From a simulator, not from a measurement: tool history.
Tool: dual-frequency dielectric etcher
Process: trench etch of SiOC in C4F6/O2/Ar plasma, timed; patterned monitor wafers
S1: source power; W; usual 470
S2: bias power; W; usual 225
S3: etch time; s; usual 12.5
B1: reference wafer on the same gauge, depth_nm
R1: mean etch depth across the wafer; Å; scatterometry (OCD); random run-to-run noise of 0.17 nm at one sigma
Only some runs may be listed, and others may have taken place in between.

Run 1, hour 0.0: usual settings; B1 35.45. Result: R1 324.7 Å.
Run 2, hour 49.3: usual settings; B1 35.42. Result: R1 324.4 Å.
Run 3, hour 120.7: usual settings but S3 13.5 s; B1 35.46. Result: R1 350.7 Å.
At hour 236.3: wet clean of the chamber.
Run 4, hour 236.8: usual settings but S3 14.0 s; B1 35.54. Result: R1 364.3 Å.
Run 5, hour 271.1: usual settings; B1 35.55. Result: R1 326.6 Å.
Run 6, hour 348.0: usual settings; B1 35.55. Result: R1 328.1 Å.
Run 7, hour 393.0: usual settings; B1 35.58. Result: R1 324.3 Å.
Run 8, hour 487.1: usual settings but S2 246 W; B1 35.64. Result: R1 340.7 Å.
At hour 520.2: bias power generator calibrated.
Run 9, hour 589.6: usual settings but S2 246 W; B1 35.75. Result: R1 344.6 Å.
Run 10, hour 661.1: usual settings but S2 246 W; B1 35.72. Result: R1 341.6 Å.
Run 11, hour 725.2: usual settings; B1 35.75. Result: R1 327.6 Å.
At hour 754.4: wet clean of the chamber.
Run 12, hour 810.4: usual settings; B1 35.80. Result: R1 327.2 Å.
Run 13, hour 873.7: usual settings; B1 35.78. Result: R1 327.1 Å.
At hour 890.2: gauge calibrated.
Run 14, hour 931.7: usual settings but S1 550 W, S2 189 W, S3 10.0 s; B1 34.77. Result: R1 253.8 Å.
Run 15, hour 1036.4: usual settings but S1 560 W, S2 170 W, S3 9.5 s; B1 34.82. Result: R1 233.2 Å.
Run 16, hour 1088.3: usual settings but S2 170 W; B1 34.87. Result: R1 281.8 Å.
At hour 1163.7: source power generator calibrated.
Run 17, hour 1176.5: usual settings but S2 211 W, S3 10.0 s; B1 34.94. Result: R1 247.9 Å.
Run 18, hour 1224.3: usual settings but S1 520 W, S3 16.5 s; B1 34.94. Result: R1 448.2 Å.
Run 19, hour 1267.3: usual settings but S1 510 W, S2 248 W; B1 35.00. Result: R1 345.7 Å.
At hour 1305.9: wet clean of the chamber.
Run 20, hour 1370.4: usual settings but S2 187 W, S3 9.0 s; B1 35.04. Result: R1 214.2 Å.
At hour 1430.7: upper electrode replaced.
Run 21, hour 1431.2: usual settings but S2 175 W, S3 14.5 s; B1 35.10. Result: R1 337.9 Å.
Run 22, hour 1477.4: usual settings; B1 35.10. Result: R1 323.5 Å.
Run 23, hour 1565.4: usual settings but S1 520 W, S2 261 W, S3 15.5 s; B1 35.12. Result: R1 448.2 Å.
Run 24, hour 1630.8: usual settings; B1 35.16. Result: R1 325.8 Å.
Run 25, hour 1674.2: usual settings but S1 570 W, S2 265 W, S3 10.5 s; B1 35.17. Result: R1 318.5 Å.
Run 26, hour 1711.2: usual settings; B1 35.20. Result: R1 323.6 Å.
Run 27, hour 1779.8: usual settings but S1 360 W, S2 192 W, S3 9.0 s; B1 35.23. Result: R1 191.0 Å.
Run 28, hour 1838.2: usual settings; B1 35.26. Result: R1 323.2 Å.
At hour 1896.6: wet clean of the chamber.
Run 29, hour 1897.1: usual settings; B1 35.28. Result: R1 321.1 Å.
Run 30, hour 1963.4: usual settings but S2 196 W, S3 15.0 s; B1 35.28. Result: R1 370.6 Å.
Run 31, hour 2055.6: usual settings but S1 530 W, S3 10.0 s; B1 35.38. Result: R1 273.7 Å.

What if the next run were any one of these 3? Each begins from the tool's condition after run 31:
Run A, hour 2056.0: usual settings; B1 ?. Result: R1 ?.
Run B, hour 2056.0: usual settings but S1 520 W, S2 171 W, S3 10.5 s; B1 ?. Result: R1 ?.
Run C, hour 2056.0: usual settings but S1 540 W, S3 13.5 s; B1 ?. Result: R1 ?.

run     B1     R1
  A  35.38  323.3
  B  35.38  251.8
  C  35.38  372.0
The same runs, with their run-to-run variation unchanged, on a tool lacking any hidden condition would have given:
run     R1
  A  317.1
  B  247.0
  C  364.9
